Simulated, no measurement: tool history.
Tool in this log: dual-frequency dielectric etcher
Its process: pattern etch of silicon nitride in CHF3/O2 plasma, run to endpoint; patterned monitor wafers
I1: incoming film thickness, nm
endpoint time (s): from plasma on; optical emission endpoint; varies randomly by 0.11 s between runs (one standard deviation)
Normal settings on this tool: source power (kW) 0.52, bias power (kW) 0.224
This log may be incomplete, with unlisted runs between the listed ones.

Run 1, day 0: usual settings; I1 53.2. Result: endpoint time (s) 35.5.
Run 2, day 1.05: usual settings but bias power (kW) 0.239; I1 53.7. Result: endpoint time (s) 35.
Run 3, day 1.717: usual settings; I1 53.8. Result: endpoint time (s) 36.
Run 4, day 2.729: usual settings; I1 53.6. Result: endpoint time (s) 35.8.
Run 5, day 3.45: usual settings; I1 53.2. Result: endpoint time (s) 35.6.
Run 6, day 4.483: usual settings but bias power (kW) 0.259; I1 53.4. Result: endpoint time (s) 34.
Run 7, day 5.6: usual settings but bias power (kW) 0.259; I1 53.4. Result: endpoint time (s) 33.9.
Run 8, day 6.125: usual settings; I1 53.4. Result: endpoint time (s) 35.8.
Run 9, day 7.296: usual settings; I1 53.6. Result: endpoint time (s) 36.2.
Run 10, day 7.842: usual settings; I1 53.6. Result: endpoint time (s) 36.2.
Run 11, day 8.529: usual settings; I1 53.9. Result: endpoint time (s) 36.4.
Run 12, day 9.308: usual settings; I1 53.4. Result: endpoint time (s) 36.
Run 13, day 10.029: usual settings; I1 53.5. Result: endpoint time (s) 36.2.
Run 14, day 11.129: usual settings but source power (kW) 0.57, bias power (kW) 0.25; I1 53.8. Result: endpoint time (s) 34.1.
Run 15, day 12.321: usual settings but source power (kW) 0.47; I1 53.5. Result: endpoint time (s) 37.1.
Run 16, day 13.071: usual settings but source power (kW) 0.42, bias power (kW) 0.27; I1 53.1. Result: endpoint time (s) 35.6.
Run 17, day 14.146: usual settings but source power (kW) 0.43; I1 53.4. Result: endpoint time (s) 38.1.
At day 15.138: source power generator calibrated.
Run 18, day 15.233: usual settings but source power (kW) 0.47, bias power (kW) 0.186; I1 53.3. Result: endpoint time (s) 40.3.
Run 19, day 16.617: usual settings; I1 53.8. Result: endpoint time (s) 36.5.
At day 17.808: wet clean of the chamber.
At day 18.117: upper electrode replaced.
Run 20, day 18.138: usual settings but source power (kW) 0.57, bias power (kW) 0.208; I1 53.6. Result: endpoint time (s) 35.6.
Run 21, day 18.433: usual settings but source power (kW) 0.6; I1 53.5. Result: endpoint time (s) 34.1.
Run 22, day 19.075: usual settings but source power (kW) 0.56; I1 53.6. Result: endpoint time (s) 34.7.
Run 23, day 19.983: usual settings; I1 52.8. Result: endpoint time (s) 34.9.
Run 24, day 21.096: usual settings but source power (kW) 0.41, bias power (kW) 0.191; I1 53.2. Result: endpoint time (s) 40.1.
At day 22.171: bias power generator calibrated.
Run 25, day 25.358: usual settings; I1 52.9. Result: endpoint time (s) 35.3.
Run 26, day 26.562: usual settings but source power (kW) 0.48, bias power (kW) 0.274; I1 53.8. Result: endpoint time (s) 33.8.
Run 27, day 27.796: usual settings but source power (kW) 0.64, bias power (kW) 0.197; I1 54. Result: endpoint time (s) 36.

Each row is a separate what-if for the run after 27, all from the same tool condition, not one after another. Results?
Run A, day 27.812: usual settings but source power (kW) 0.62; I1 53.1. Result: endpoint time (s) ?.
Run B, day 27.812: usual settings but source power (kW) 0.63; I1 53.1. Result: endpoint time (s) ?.
Run C, day 27.812: usual settings but source power (kW) 0.63, bias power (kW) 0.272; I1 53.1. Result: endpoint time (s) ?.
Run D, day 27.812: usual settings but source power (kW) 0.39, bias power (kW) 0.175; I1 53.1. Result: endpoint time (s) ?.
Run E, day 27.812: usual settings but source power (kW) 0.62, bias power (kW) 0.202; I1 53.1. Result: endpoint time (s) ?.

run  endpoint time (s)
  A               33.7
  B               33.5
  C                 31
  D               42.1
  E               35.1
Stripped of hidden state, with their random variation kept, the same runs would have yielded:
run  endpoint time (s)
  A               33.2
  B                 33
  C               30.6
  D               41.5
  E               34.6
